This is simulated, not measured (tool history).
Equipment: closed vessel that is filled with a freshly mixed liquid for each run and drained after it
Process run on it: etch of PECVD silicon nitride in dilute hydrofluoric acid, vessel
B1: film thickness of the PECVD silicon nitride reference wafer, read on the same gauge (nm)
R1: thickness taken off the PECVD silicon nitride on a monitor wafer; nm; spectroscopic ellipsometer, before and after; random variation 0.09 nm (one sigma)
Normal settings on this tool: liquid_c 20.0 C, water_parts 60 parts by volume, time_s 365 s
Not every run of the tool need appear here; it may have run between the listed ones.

run 1 day=0.000 | liquid_c=20.0 water_parts=60 time_s=365 | B1=39.98 | R1=15.20
run 2 day=7.771 | liquid_c=20.0 water_parts=60 time_s=365 | B1=40.00 | R1=15.40
run 3 day=8.975 | liquid_c=20.0 water_parts=45 time_s=365 | B1=40.01 | R1=20.34
run 4 day=11.558 | liquid_c=20.0 water_parts=45 time_s=365 | B1=40.01 | R1=20.49
run 5 day=13.529 | liquid_c=20.0 water_parts=45 time_s=365 | B1=39.97 | R1=20.58
run 6 day=16.504 | liquid_c=20.0 water_parts=70 time_s=365 | B1=40.00 | R1=13.44
run 7 day=17.621 | liquid_c=20.0 water_parts=70 time_s=365 | B1=39.97 | R1=13.28
run 8 day=18.917 | liquid_c=20.0 water_parts=60 time_s=365 | B1=39.99 | R1=15.72
-- day=19.617 hydrofluoric acid flow meter replaced
run 9 day=21.083 | liquid_c=20.0 water_parts=60 time_s=365 | B1=40.02 | R1=13.91
run 10 day=22.279 | liquid_c=17.0 water_parts=80 time_s=365 | B1=40.01 | R1=8.69
run 11 day=23.979 | liquid_c=17.0 water_parts=60 time_s=465 | B1=39.98 | R1=14.40
run 12 day=24.996 | liquid_c=17.0 water_parts=75 time_s=425 | B1=40.02 | R1=10.73
-- day=25.238 gauge calibrated
run 13 day=27.729 | liquid_c=22.5 water_parts=35 time_s=240 | B1=39.97 | R1=18.87
run 14 day=29.496 | liquid_c=20.0 water_parts=40 time_s=365 | B1=40.00 | R1=21.18
-- day=29.858 thermometer replaced
run 15 day=30.762 | liquid_c=20.0 water_parts=70 time_s=365 | B1=39.97 | R1=12.15
run 16 day=33.508 | liquid_c=20.0 water_parts=60 time_s=365 | B1=40.01 | R1=14.29
run 17 day=36.417 | liquid_c=18.5 water_parts=40 time_s=570 | B1=39.98 | R1=29.87
run 18 day=38.292 | liquid_c=25.0 water_parts=35 time_s=555 | B1=40.00 | R1=52.13
run 19 day=40.608 | liquid_c=17.0 water_parts=70 time_s=215 | B1=39.99 | R1=5.81
run 20 day=41.912 | liquid_c=22.5 water_parts=60 time_s=365 | B1=40.00 | R1=17.33

Run 21 has not been measured yet. What should we expect?
run 21 day=44.221 | liquid_c=18.0 water_parts=85 time_s=540 | B1=? | R1=?

B1: 40.01
R1: 13.19 nm
Take away the tool's hidden state, keep the run-to-run variation as it was, and the same run would have given R1 12.58 nm.

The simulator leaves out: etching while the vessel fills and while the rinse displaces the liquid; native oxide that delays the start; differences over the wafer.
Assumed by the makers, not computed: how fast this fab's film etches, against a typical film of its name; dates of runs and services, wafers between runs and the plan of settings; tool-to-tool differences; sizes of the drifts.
